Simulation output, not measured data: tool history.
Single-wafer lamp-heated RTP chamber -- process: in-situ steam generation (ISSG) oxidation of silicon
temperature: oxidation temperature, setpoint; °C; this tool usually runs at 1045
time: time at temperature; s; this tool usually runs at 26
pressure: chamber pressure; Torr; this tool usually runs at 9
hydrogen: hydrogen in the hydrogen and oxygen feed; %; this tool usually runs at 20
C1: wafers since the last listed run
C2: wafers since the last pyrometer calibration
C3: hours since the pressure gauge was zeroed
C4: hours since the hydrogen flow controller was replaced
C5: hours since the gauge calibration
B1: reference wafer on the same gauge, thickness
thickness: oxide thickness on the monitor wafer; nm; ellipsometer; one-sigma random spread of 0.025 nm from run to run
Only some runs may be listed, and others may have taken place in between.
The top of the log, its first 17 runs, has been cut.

Run 18, hour 415: usual settings but temperature 1027 °C, time 18 s, pressure 10.2 Torr, hydrogen 26 %; C1 253; C2 939; C3 108.6; C4 92.8; C5 127.7; B1 6.885. Result: thickness 5.828 nm.
At hour 433.4: pyrometer window cleaned and pyrometer calibrated, repeated, since the last time left the tool worse.
Run 19, hour 447.2: usual settings but time 22 s; C1 225; C2 129; C3 140.8; C4 125; C5 159.9; B1 6.882. Result: thickness 6.604 nm.
Run 20, hour 464.4: usual settings but temperature 1036 °C, time 36 s; C1 160; C2 289; C3 158; C4 142.2; C5 177.1; B1 6.872. Result: thickness 8.129 nm.
Run 21, hour 497.7: usual settings but time 21 s; C1 310; C2 600; C3 191.3; C4 175.5; C5 210.4; B1 6.876. Result: thickness 6.407 nm.
Run 22, hour 533.2: usual settings; C1 331; C2 932; C3 226.8; C4 211; C5 245.9; B1 6.88. Result: thickness 7.202 nm.
Run 23, hour 586.2: usual settings but temperature 1026 °C, time 18 s, pressure 10.2 Torr; C1 494; C2 1427; C3 279.8; C4 264; C5 298.9; B1 6.877. Result: thickness 5.323 nm.
Run 24, hour 598.7: usual settings but temperature 1062 °C, hydrogen 14 %; C1 116; C2 1543; C3 292.3; C4 276.5; C5 311.4; B1 6.886. Result: thickness 7.407 nm.
Run 25, hour 617.6: usual settings but time 22 s; C1 176; C2 1720; C3 311.2; C4 295.4; C5 330.3; B1 6.879. Result: thickness 6.561 nm.
Run 26, hour 645.2: usual settings but pressure 9.8 Torr; C1 257; C2 1978; C3 338.8; C4 323; C5 357.9; B1 6.877. Result: thickness 7.133 nm.
Run 27, hour 665.6: usual settings but pressure 10.2 Torr; C1 190; C2 2168; C3 359.2; C4 343.4; C5 378.3; B1 6.882. Result: thickness 7.088 nm.
Run 28, hour 687.8: usual settings but time 22 s, hydrogen 26 %; C1 207; C2 2375; C3 381.4; C4 365.6; C5 400.5; B1 6.884. Result: thickness 6.989 nm.
Run 29, hour 700.6: usual settings but pressure 10.2 Torr, hydrogen 27 %; C1 119; C2 2495; C3 394.2; C4 378.4; C5 413.3; B1 6.884. Result: thickness 7.492 nm.
At hour 704.6: gauge calibrated.
Run 30, hour 721.4: usual settings; C1 194; C2 2689; C3 415; C4 399.2; C5 16.8; B1 6.877. Result: thickness 7.21 nm.

Alternative continuations, all from the tool just after run 30; predict every row:
Run A, hour 721.8: usual settings but temperature 1039 °C; C1 3; C2 2693; C3 415.4; C4 399.6; C5 17.2; B1 ?. Result: thickness ?.
Run B, hour 721.8: usual settings but time 17 s, hydrogen 15 %; C1 3; C2 2693; C3 415.4; C4 399.6; C5 17.2; B1 ?. Result: thickness ?.
Run C, hour 721.8: usual settings but temperature 1054 °C, time 22 s, pressure 7.9 Torr, hydrogen 25 %; C1 3; C2 2693; C3 415.4; C4 399.6; C5 17.2; B1 ?. Result: thickness ?.
Run D, hour 721.8: usual settings but hydrogen 14 %; C1 3; C2 2693; C3 415.4; C4 399.6; C5 17.2; B1 ?. Result: thickness ?.
Run E, hour 721.8: usual settings but temperature 1035 °C, time 17 s, pressure 10.2 Torr, hydrogen 11 %; C1 3; C2 2693; C3 415.4; C4 399.6; C5 17.2; B1 ?. Result: thickness ?.

run     B1  thickness
  A  6.876      6.966
  B  6.876       5.41
  C  6.876      7.358
  D  6.876       6.68
  E  6.876      4.743
Stripped of hidden state, with their random variation kept, the same runs would have yielded:
run  thickness
  A      6.927
  B      5.381
  C      7.314
  D      6.641
  E      4.719
